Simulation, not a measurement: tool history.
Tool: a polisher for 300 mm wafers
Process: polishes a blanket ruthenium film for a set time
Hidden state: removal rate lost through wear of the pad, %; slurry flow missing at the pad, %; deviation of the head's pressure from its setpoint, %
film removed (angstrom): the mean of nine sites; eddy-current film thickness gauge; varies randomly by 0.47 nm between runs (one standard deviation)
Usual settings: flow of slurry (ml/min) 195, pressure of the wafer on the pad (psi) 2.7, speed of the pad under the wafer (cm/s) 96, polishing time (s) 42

run,hour,flow of slurry (ml/min),pressure of the wafer on the pad (psi),speed of the pad under the wafer (cm/s),polishing time (s),wafers since the last listed run,wafers polished on this pad,hours since the slurry nozzle was cleaned,hours since the head pressure was calibrated,"incoming thickness of the incoming film, nm",film removed (angstrom)
1,0.0,250,2.7,76,42,0,815,458.7,1064.9,516.1,534
# hour 11.9: worn pad replaced by a new one
2,12.4,250,2.7,76,42,162,8,471.1,1077.3,513.7,558
3,24.8,195,2.4,96,42,240,249,483.5,1089.7,519.9,615
# hour 58.2: worn pad replaced by a new one
4,64.3,195,2.4,96,42,688,117,523.0,1129.2,526.4,616
5,79.6,195,3.4,96,42,296,414,538.3,1144.5,520.1,805
6,87.0,195,3.4,96,42,143,557,545.7,1151.9,520.7,812
# hour 101.1: worn pad replaced by a new one
7,101.6,195,3.4,96,42,205,9,560.3,1166.5,517.3,820
8,136.6,155,2.7,96,42,678,688,595.3,1201.5,521.3,638
# hour 144.8: worn pad replaced by a new one, of another model than before
9,147.3,155,2.7,96,42,129,47,606.0,1212.2,518.9,619
# hour 149.2: slurry nozzle cleaned
# hour 150.3: head pressure recalibrated
10,159.7,230,2.0,122,38,198,246,10.5,9.4,518.7,676
11,167.5,165,2.3,68,35,151,398,18.3,17.2,515.2,383
12,180.6,195,3.3,96,42,254,652,31.4,30.3,517.6,727
# hour 188.5: worn pad replaced by a new one
13,189.2,155,2.7,96,42,89,13,40.0,38.9,513.8,629
14,195.8,170,3.5,106,47,127,141,46.6,45.5,521.8,900
15,207.1,220,2.7,96,35,219,360,57.9,56.8,523.0,579
16,220.1,195,2.7,96,50,252,612,70.9,69.8,521.0,800
17,227.4,195,2.7,96,42,141,754,78.2,77.1,524.3,663
18,236.5,195,2.7,96,52,176,930,87.3,86.2,523.2,793
# hour 241.4: worn pad replaced by a new one
19,251.2,150,3.5,68,57,207,190,102.0,100.9,514.0,729

Forecast each of these 4 alternatives for the next run:
A,251.6,195,2.7,96,36,7,198,102.4,101.3,521.6,?
B,251.6,230,2.7,126,55,7,198,102.4,101.3,521.6,?
C,251.6,195,2.2,96,42,7,198,102.4,101.3,521.6,?
D,251.6,195,2.2,120,30,7,198,102.4,101.3,521.6,?

run,film removed (angstrom)
A,582
B,1143
C,624
D,532
What these runs would have given with no unlogged condition in the tool:
run,film removed (angstrom)
A,587
B,1151
C,628
D,536
